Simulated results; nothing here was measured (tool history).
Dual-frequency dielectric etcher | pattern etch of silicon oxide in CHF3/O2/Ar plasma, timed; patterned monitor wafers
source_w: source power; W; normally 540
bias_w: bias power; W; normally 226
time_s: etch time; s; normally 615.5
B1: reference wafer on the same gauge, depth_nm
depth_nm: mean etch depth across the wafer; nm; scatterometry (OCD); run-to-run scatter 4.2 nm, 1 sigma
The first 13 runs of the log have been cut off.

run 14 hour=687 | source_w=540 bias_w=226 time_s=739.5 | B1=1419.5 | depth_nm=1609.5
run 15 hour=747.2 | source_w=460 bias_w=226 time_s=780.5 | B1=1420.6 | depth_nm=1557.3
run 16 hour=932.4 | source_w=670 bias_w=226 time_s=615.5 | B1=1419.2 | depth_nm=1495.2
-- hour=968.1 wet clean of the chamber
run 17 hour=993.9 | source_w=670 bias_w=244 time_s=712 | B1=1421 | depth_nm=1794.6
run 18 hour=1045.2 | source_w=540 bias_w=226 time_s=615.5 | B1=1420.8 | depth_nm=1344.6
run 19 hour=1070.7 | source_w=540 bias_w=226 time_s=615.5 | B1=1419.4 | depth_nm=1341.5
run 20 hour=1115.4 | source_w=570 bias_w=226 time_s=615.5 | B1=1420.1 | depth_nm=1383.2
run 21 hour=1177.3 | source_w=480 bias_w=226 time_s=764.5 | B1=1418.6 | depth_nm=1568.1
run 22 hour=1248.5 | source_w=660 bias_w=269 time_s=615.5 | B1=1419.9 | depth_nm=1612.2

What does the tool deliver on the next run?
run 23 hour=1273.2 | source_w=630 bias_w=175 time_s=495 | B1=? | depth_nm=?

B1: 1418.5
depth_nm: 1020.8 nm
Minus the tool's unlogged condition, the same run would have read depth_nm 1020.8 nm.
